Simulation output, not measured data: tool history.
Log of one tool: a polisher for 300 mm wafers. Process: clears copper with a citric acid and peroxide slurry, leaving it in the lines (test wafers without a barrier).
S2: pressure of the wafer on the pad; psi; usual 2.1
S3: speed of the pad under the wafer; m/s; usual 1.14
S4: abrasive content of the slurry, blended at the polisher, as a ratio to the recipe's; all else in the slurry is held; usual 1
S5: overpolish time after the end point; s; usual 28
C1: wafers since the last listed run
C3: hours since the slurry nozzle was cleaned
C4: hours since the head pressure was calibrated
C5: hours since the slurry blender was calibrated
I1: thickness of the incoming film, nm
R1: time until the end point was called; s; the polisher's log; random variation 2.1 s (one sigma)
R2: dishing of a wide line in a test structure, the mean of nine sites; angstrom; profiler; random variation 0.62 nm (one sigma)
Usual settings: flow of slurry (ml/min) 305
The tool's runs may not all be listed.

{"run": 1, "hour": 0.0, "flow of slurry (ml/min)": 305, "S2": 2.1, "S3": 1.14, "S4": 1, "S5": 28, "C1": 0, "wafers polished on this pad": 1059, "C3": 106.4, "C4": 268.1, "C5": 112.9, "I1": 224.6, "R1": 107.4, "R2": 267}
{"run": 2, "hour": 45.3, "flow of slurry (ml/min)": 305, "S2": 2.1, "S3": 1.14, "S4": 1, "S5": 28, "C1": 229, "wafers polished on this pad": 1289, "C3": 151.7, "C4": 313.4, "C5": 158.2, "I1": 225.7, "R1": 109.8, "R2": 266}
{"run": 3, "hour": 73.9, "flow of slurry (ml/min)": 305, "S2": 2.1, "S3": 1.14, "S4": 1, "S5": 38, "C1": 145, "wafers polished on this pad": 1434, "C3": 180.3, "C4": 342, "C5": 186.8, "I1": 228.1, "R1": 110.8, "R2": 303}
{"run": 4, "hour": 111.0, "flow of slurry (ml/min)": 305, "S2": 2.1, "S3": 1.14, "S4": 1, "S5": 38, "C1": 188, "wafers polished on this pad": 1623, "C3": 217.4, "C4": 379.1, "C5": 223.9, "I1": 224.2, "R1": 107.2, "R2": 317}
{"run": 5, "hour": 136.8, "flow of slurry (ml/min)": 305, "S2": 2.1, "S3": 1.14, "S4": 1, "S5": 28, "C1": 130, "wafers polished on this pad": 1754, "C3": 243.2, "C4": 404.9, "C5": 249.7, "I1": 221.6, "R1": 102, "R2": 276}
{"run": 6, "hour": 172.5, "flow of slurry (ml/min)": 305, "S2": 2.1, "S3": 1.14, "S4": 1, "S5": 28, "C1": 181, "wafers polished on this pad": 1935, "C3": 278.9, "C4": 440.6, "C5": 285.4, "I1": 224.5, "R1": 103.6, "R2": 278}
{"hour": 196.8, "done": "worn pad replaced by a new one"}
{"run": 7, "hour": 200.3, "flow of slurry (ml/min)": 305, "S2": 2.1, "S3": 1.14, "S4": 1, "S5": 28, "C1": 120, "wafers polished on this pad": 17, "C3": 306.7, "C4": 468.4, "C5": 313.2, "I1": 229.5, "R1": 112.6, "R2": 270}
{"hour": 206.4, "done": "slurry blender recalibrated"}
{"run": 8, "hour": 238.3, "flow of slurry (ml/min)": 305, "S2": 2.1, "S3": 1.14, "S4": 0.8, "S5": 28, "C1": 182, "wafers polished on this pad": 200, "C3": 344.7, "C4": 506.4, "C5": 31.9, "I1": 224, "R1": 105, "R2": 263}
{"run": 9, "hour": 283.0, "flow of slurry (ml/min)": 305, "S2": 2.1, "S3": 1.14, "S4": 0.8, "S5": 28, "C1": 226, "wafers polished on this pad": 427, "C3": 389.4, "C4": 551.1, "C5": 76.6, "I1": 224, "R1": 108.7, "R2": 272}
{"hour": 345.8, "done": "slurry nozzle cleaned"}
{"run": 10, "hour": 352.7, "flow of slurry (ml/min)": 305, "S2": 2.1, "S3": 1.14, "S4": 0.8, "S5": 28, "C1": 348, "wafers polished on this pad": 776, "C3": 6.9, "C4": 620.8, "C5": 146.3, "I1": 225.3, "R1": 108.5, "R2": 272}
{"run": 11, "hour": 398.0, "flow of slurry (ml/min)": 375, "S2": 2.1, "S3": 1.14, "S4": 1.2, "S5": 28, "C1": 229, "wafers polished on this pad": 1005, "C3": 52.2, "C4": 666.1, "C5": 191.6, "I1": 220.7, "R1": 95.4, "R2": 286}
{"run": 12, "hour": 458.2, "flow of slurry (ml/min)": 305, "S2": 2.1, "S3": 1.14, "S4": 1, "S5": 28, "C1": 305, "wafers polished on this pad": 1311, "C3": 112.4, "C4": 726.3, "C5": 251.8, "I1": 225.8, "R1": 106.5, "R2": 274}
{"run": 13, "hour": 509.6, "flow of slurry (ml/min)": 305, "S2": 2.1, "S3": 1.14, "S4": 0.8, "S5": 28, "C1": 260, "wafers polished on this pad": 1572, "C3": 163.8, "C4": 777.7, "C5": 303.2, "I1": 225.7, "R1": 106.9, "R2": 277}
{"hour": 514.7, "done": "worn pad replaced by a new one"}
{"run": 14, "hour": 571.8, "flow of slurry (ml/min)": 305, "S2": 2.1, "S3": 1.14, "S4": 0.85, "S5": 28, "C1": 295, "wafers polished on this pad": 289, "C3": 226, "C4": 839.9, "C5": 365.4, "I1": 223.1, "R1": 104, "R2": 264}
{"hour": 580.7, "done": "slurry blender recalibrated"}
{"run": 15, "hour": 615.3, "flow of slurry (ml/min)": 305, "S2": 1.7, "S3": 1.48, "S4": 1, "S5": 19, "C1": 210, "wafers polished on this pad": 500, "C3": 269.5, "C4": 883.4, "C5": 34.6, "I1": 226.3, "R1": 97.3, "R2": 219}
{"run": 16, "hour": 681.4, "flow of slurry (ml/min)": 305, "S2": 2.6, "S3": 1.14, "S4": 1.15, "S5": 13, "C1": 335, "wafers polished on this pad": 835, "C3": 335.6, "C4": 949.5, "C5": 100.7, "I1": 221.7, "R1": 76.8, "R2": 201}
{"hour": 686.1, "done": "head pressure recalibrated"}
{"run": 17, "hour": 746.6, "flow of slurry (ml/min)": 260, "S2": 2.1, "S3": 1.52, "S4": 0.8, "S5": 22, "C1": 320, "wafers polished on this pad": 1156, "C3": 400.8, "C4": 60.5, "C5": 165.9, "I1": 228, "R1": 88.2, "R2": 264}
{"hour": 768.2, "done": "slurry nozzle cleaned"}
{"run": 18, "hour": 808.7, "flow of slurry (ml/min)": 400, "S2": 1.7, "S3": 1.14, "S4": 1, "S5": 28, "C1": 310, "wafers polished on this pad": 1466, "C3": 40.5, "C4": 122.6, "C5": 228, "I1": 225.7, "R1": 135, "R2": 249}
{"run": 19, "hour": 848.5, "flow of slurry (ml/min)": 305, "S2": 2.1, "S3": 1.26, "S4": 1.25, "S5": 37, "C1": 202, "wafers polished on this pad": 1668, "C3": 80.3, "C4": 162.4, "C5": 267.8, "I1": 224.2, "R1": 94.8, "R2": 314}
{"hour": 905.3, "done": "worn pad replaced by a new one, of another model than before"}
{"run": 20, "hour": 955.6, "flow of slurry (ml/min)": 305, "S2": 2.1, "S3": 1.14, "S4": 1, "S5": 28, "C1": 523, "wafers polished on this pad": 255, "C3": 187.4, "C4": 269.5, "C5": 374.9, "I1": 222.8, "R1": 106.1, "R2": 269}
{"hour": 997.9, "done": "slurry blender recalibrated"}
{"run": 21, "hour": 1023.6, "flow of slurry (ml/min)": 220, "S2": 1.7, "S3": 1.14, "S4": 1, "S5": 28, "C1": 334, "wafers polished on this pad": 590, "C3": 255.4, "C4": 337.5, "C5": 25.7, "I1": 222.6, "R1": 123.5, "R2": 265}
{"run": 22, "hour": 1058.1, "flow of slurry (ml/min)": 345, "S2": 2.1, "S3": 1.14, "S4": 1.25, "S5": 28, "C1": 175, "wafers polished on this pad": 765, "C3": 289.9, "C4": 372, "C5": 60.2, "I1": 227, "R1": 101.4, "R2": 284}

Run 23 comes next. What will it give?
{"run": 23, "hour": 1102.4, "flow of slurry (ml/min)": 305, "S2": 2.1, "S3": 1.14, "S4": 0.8, "S5": 28, "C1": 224, "wafers polished on this pad": 990, "C3": 334.2, "C4": 416.3, "C5": 104.5, "I1": 225.6, "R1": "?", "R2": "?"}

R1: 114.3 s
R2: 263 angstrom
Without the tool's hidden state the same run would have given R1 115.6 s, R2 261 angstrom.
